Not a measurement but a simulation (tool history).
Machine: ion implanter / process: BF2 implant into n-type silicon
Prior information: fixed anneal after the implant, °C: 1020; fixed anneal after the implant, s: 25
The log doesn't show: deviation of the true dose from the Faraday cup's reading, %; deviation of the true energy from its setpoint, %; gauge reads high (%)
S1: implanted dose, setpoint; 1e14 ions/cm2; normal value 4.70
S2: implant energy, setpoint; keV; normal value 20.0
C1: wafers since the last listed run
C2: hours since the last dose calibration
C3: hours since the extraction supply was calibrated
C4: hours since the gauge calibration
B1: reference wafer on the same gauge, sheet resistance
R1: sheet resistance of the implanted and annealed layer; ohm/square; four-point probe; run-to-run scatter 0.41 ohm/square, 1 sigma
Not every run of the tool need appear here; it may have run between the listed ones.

run,hour,S1,S2,C1,C2,C3,C4,B1,R1
1,0.0,4.70,20.0,0,762.4,4861.1,165.9,307.06,281.25
2,12.3,4.70,20.0,301,774.7,4873.4,178.2,307.05,281.80
3,26.4,4.70,20.0,346,788.8,4887.5,192.3,307.00,282.06
4,38.5,4.70,20.0,296,800.9,4899.6,204.4,307.09,282.07
5,55.1,4.70,20.0,407,817.5,4916.2,221.0,306.92,281.74
6,67.0,5.58,18.5,292,829.4,4928.1,232.9,306.94,251.54
7,83.3,5.58,18.5,399,845.7,4944.4,249.2,306.97,251.70
8,94.7,5.58,18.5,279,857.1,4955.8,260.6,306.93,252.74
9,102.1,4.70,20.0,181,864.5,4963.2,268.0,306.96,284.39
# hour 110.0: gauge calibrated
10,110.5,4.70,20.0,206,872.9,4971.6,0.5,307.04,284.55
# hour 120.1: Faraday cup replaced and dose calibrated
# hour 121.1: extraction supply calibrated
11,132.5,4.70,20.0,318,12.4,11.4,22.5,307.02,267.61
12,141.1,4.70,20.0,211,21.0,20.0,31.1,307.09,268.04
13,154.6,4.70,14.5,331,34.5,33.5,44.6,306.94,284.96
14,171.5,4.70,20.0,414,51.4,50.4,61.5,307.16,268.13
15,184.1,5.13,20.0,309,64.0,63.0,74.1,306.90,251.06
16,190.5,4.70,20.0,157,70.4,69.4,80.5,307.01,268.25
17,198.4,5.83,15.5,193,78.3,77.3,88.4,306.94,242.00
18,213.5,4.70,20.0,370,93.4,92.4,103.5,307.01,268.14
19,223.4,5.28,15.5,242,103.3,102.3,113.4,306.95,259.49
20,238.6,3.67,16.0,373,118.5,117.5,128.6,307.15,336.54
21,246.0,3.75,23.0,181,125.9,124.9,136.0,306.98,316.29
22,257.5,5.64,27.0,282,137.4,136.4,147.5,307.25,222.01
23,267.2,5.24,13.0,238,147.1,146.1,157.2,307.10,271.75
24,275.7,5.31,20.0,208,155.6,154.6,165.7,306.98,245.19
25,287.9,4.70,15.0,299,167.8,166.8,177.9,306.74,283.21

Branching from run 25: 3 alternative next runs. What would each branch give?
A,288.3,4.70,26.5,9,168.2,167.2,178.3,?,?
B,288.3,4.70,17.0,9,168.2,167.2,178.3,?,?
C,288.3,5.09,13.5,9,168.2,167.2,178.3,?,?

run,B1,R1
A,306.88,257.91
B,306.88,276.38
C,306.88,274.47
With no hidden state in the tool, these same runs would have given:
run,R1
A,259.76
B,278.17
C,276.09
